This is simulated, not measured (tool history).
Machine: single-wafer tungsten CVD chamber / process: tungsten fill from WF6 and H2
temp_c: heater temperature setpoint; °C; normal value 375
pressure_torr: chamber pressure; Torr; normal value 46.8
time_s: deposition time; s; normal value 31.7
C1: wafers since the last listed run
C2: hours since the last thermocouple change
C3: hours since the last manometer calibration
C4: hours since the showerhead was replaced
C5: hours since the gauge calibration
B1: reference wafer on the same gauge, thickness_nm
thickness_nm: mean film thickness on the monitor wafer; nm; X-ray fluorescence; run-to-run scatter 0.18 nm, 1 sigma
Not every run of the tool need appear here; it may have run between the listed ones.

{"run": 1, "hour": 0.0, "temp_c": 375, "pressure_torr": 46.8, "time_s": 31.7, "C1": 0, "C2": 2327.3, "C3": 2555.8, "C4": 4303.5, "C5": 319.4, "B1": 70.672, "thickness_nm": 69.505}
{"run": 2, "hour": 49.4, "temp_c": 375, "pressure_torr": 46.8, "time_s": 31.7, "C1": 993, "C2": 2376.7, "C3": 2605.2, "C4": 4352.9, "C5": 368.8, "B1": 70.645, "thickness_nm": 69.066}
{"run": 3, "hour": 98.5, "temp_c": 375, "pressure_torr": 46.8, "time_s": 31.7, "C1": 987, "C2": 2425.8, "C3": 2654.3, "C4": 4402, "C5": 417.9, "B1": 70.647, "thickness_nm": 68.906}
{"run": 4, "hour": 305.6, "temp_c": 375, "pressure_torr": 42.8, "time_s": 36.3, "C1": 4164, "C2": 2632.9, "C3": 2861.4, "C4": 4609.1, "C5": 625, "B1": 70.655, "thickness_nm": 75.72}
{"run": 5, "hour": 340.4, "temp_c": 375, "pressure_torr": 46.8, "time_s": 31.7, "C1": 699, "C2": 2667.7, "C3": 2896.2, "C4": 4643.9, "C5": 659.8, "B1": 70.74, "thickness_nm": 68.783}
{"run": 6, "hour": 406.6, "temp_c": 375, "pressure_torr": 46.8, "time_s": 31.7, "C1": 1331, "C2": 2733.9, "C3": 2962.4, "C4": 4710.1, "C5": 726, "B1": 70.723, "thickness_nm": 68.948}
{"hour": 423.9, "done": "gauge calibrated"}
{"run": 7, "hour": 456.1, "temp_c": 372, "pressure_torr": 52.4, "time_s": 31.7, "C1": 995, "C2": 2783.4, "C3": 3011.9, "C4": 4759.6, "C5": 32.2, "B1": 70.733, "thickness_nm": 68.239}
{"run": 8, "hour": 493.7, "temp_c": 375, "pressure_torr": 46.8, "time_s": 31.7, "C1": 756, "C2": 2821, "C3": 3049.5, "C4": 4797.2, "C5": 69.8, "B1": 70.685, "thickness_nm": 68.859}
{"run": 9, "hour": 564.7, "temp_c": 375, "pressure_torr": 46.8, "time_s": 31.7, "C1": 1427, "C2": 2892, "C3": 3120.5, "C4": 4868.2, "C5": 140.8, "B1": 70.682, "thickness_nm": 68.699}
{"hour": 603.7, "done": "showerhead replaced"}
{"run": 10, "hour": 604.2, "temp_c": 375, "pressure_torr": 46.8, "time_s": 31.7, "C1": 633, "C2": 2931.5, "C3": 3160, "C4": 0.5, "C5": 180.3, "B1": 70.777, "thickness_nm": 68.82}
{"hour": 625.7, "done": "capacitance manometer re-zeroed and calibrated"}
{"run": 11, "hour": 652.6, "temp_c": 366, "pressure_torr": 50.9, "time_s": 31.7, "C1": 812, "C2": 2979.9, "C3": 26.9, "C4": 48.9, "C5": 228.7, "B1": 70.695, "thickness_nm": 57.343}
{"run": 12, "hour": 699.5, "temp_c": 370, "pressure_torr": 57.1, "time_s": 31.7, "C1": 943, "C2": 3026.8, "C3": 73.8, "C4": 95.8, "C5": 275.6, "B1": 70.73, "thickness_nm": 65.255}

Run 13 comes next. What will it give?
{"hour": 741.7, "done": "thermocouple changed; heater temperature recalibrated"}
{"run": 13, "hour": 742.2, "temp_c": 371, "pressure_torr": 51.4, "time_s": 34.1, "C1": 697, "C2": 0.5, "C3": 116.5, "C4": 138.5, "C5": 318.3, "B1": "?", "thickness_nm": "?"}

Run 13 measured B1 70.702, thickness_nm 74.338 nm.
Were there no unlogged condition in the tool, this run, its random variation unchanged, would have produced thickness_nm 74.506 nm.
